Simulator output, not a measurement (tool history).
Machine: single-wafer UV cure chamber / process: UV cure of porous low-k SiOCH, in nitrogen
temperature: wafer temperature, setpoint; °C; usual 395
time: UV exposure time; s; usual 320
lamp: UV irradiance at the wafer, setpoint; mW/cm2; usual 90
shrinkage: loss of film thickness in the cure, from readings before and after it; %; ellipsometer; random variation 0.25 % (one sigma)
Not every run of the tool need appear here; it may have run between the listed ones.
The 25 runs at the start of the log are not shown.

Run 26, hour 1579.1: usual settings but time 485 s, lamp 76 mW/cm2. Result: shrinkage 14.714 %.
Run 27, hour 1626: usual settings but temperature 407 °C, lamp 71 mW/cm2. Result: shrinkage 12.947 %.
Run 28, hour 1653.8: usual settings but temperature 406 °C, time 225 s, lamp 63 mW/cm2. Result: shrinkage 10.264 %.
Run 29, hour 1717.3: usual settings. Result: shrinkage 13.869 %.
Run 30, hour 1750.2: usual settings. Result: shrinkage 13.468 %.
Run 31, hour 1794.9: usual settings but time 495 s, lamp 57 mW/cm2. Result: shrinkage 13.624 %.
Run 32, hour 1827.8: usual settings but temperature 380 °C, time 190 s. Result: shrinkage 10.655 %.
Run 33, hour 1864.8: usual settings but lamp 109 mW/cm2. Result: shrinkage 13.813 %.
At hour 1887.1: quartz window cleaned.
Run 34, hour 1897.5: usual settings. Result: shrinkage 13.118 %.

Estimate the outcome of run 35 from the log above:
Run 35, hour 1946.7: usual settings but time 220 s. Result: shrinkage ?.

{"run 35": {"shrinkage": 11.551}}
With the hidden condition absent and the run-to-run variation left alone, this run would have shown shrinkage 12.595 %.
